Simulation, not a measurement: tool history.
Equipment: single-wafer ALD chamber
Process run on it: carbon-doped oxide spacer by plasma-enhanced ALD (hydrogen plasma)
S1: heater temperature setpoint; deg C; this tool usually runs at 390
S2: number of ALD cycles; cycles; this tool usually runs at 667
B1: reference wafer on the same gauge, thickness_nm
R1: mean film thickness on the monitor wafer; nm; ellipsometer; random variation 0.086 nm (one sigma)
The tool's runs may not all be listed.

run    hour   S1   S2      B1      R1
  1     0.0  390  667  33.333  33.614
  2    27.1  390  702  33.287  35.327
  3    69.7  390  702  33.270  35.427
  4   116.3  390  702  33.288  35.201
  5   163.6  390  732  33.247  36.808
  6   198.6  390  732  33.159  36.815
  7   248.4  390  667  33.188  33.457
  8   310.6  390  667  33.973  34.128
  9   497.9  390  667  33.869  34.060
 10   555.3  390  667  33.850  34.078
 11   594.6  390  667  33.819  34.210
 12   664.3  390  667  33.785  34.017
 13   709.3  390  667  33.728  34.129
 14   743.1  390  667  33.719  33.951
 15   915.2  390  667  33.614  33.807
 16   943.6  390  667  33.625  33.849
 17   994.4  395  797  33.557  40.204
 18  1040.6  378  762  33.504  38.439
 19  1103.7  378  788  33.516  39.910
 20  1144.6  390  667  33.466  33.619
 21  1205.5  380  592  33.446  29.898
 22  1272.7  402  579  34.159  29.725
 23  1319.1  397  591  34.119  30.504
 24  1373.4  390  667  34.057  34.380
 25  1443.7  377  565  34.009  28.990
 26  1503.2  397  777  34.024  39.997
 27  1528.0  386  566  33.930  28.971
 28  1562.8  402  711  33.936  36.593
 29  1611.3  375  667  33.939  34.170
 30  1648.2  379  604  33.892  30.892
 31  1675.3  399  714  33.884  36.604

Put back what was entered between runs (3 entries, withheld): which listed runs does each sit between, and how does the hidden state differ from the listed run before to the listed run after?
Logged between run 7 and run 8: gauge calibrated (hour 252.3)
  gauge reads high (%): -2.46 -> -0.0443
  what was measured, less what the result would be without the hidden state, R1: -0.843 -> -0.016 nm
Logged between run 14 and run 15: thermocouple changed; heater temperature recalibrated (hour 757.3)
  gauge reads high (%): -0.85 -> -1.17
  what was measured, less what the result would be without the hidden state, R1: -0.291 -> -0.400 nm
Logged between run 21 and run 22: gauge calibrated (hour 1261.5)
  gauge reads high (%): -1.71 -> 0.406
  what was measured, less what the result would be without the hidden state, R1: -0.521 -> +0.121 nm
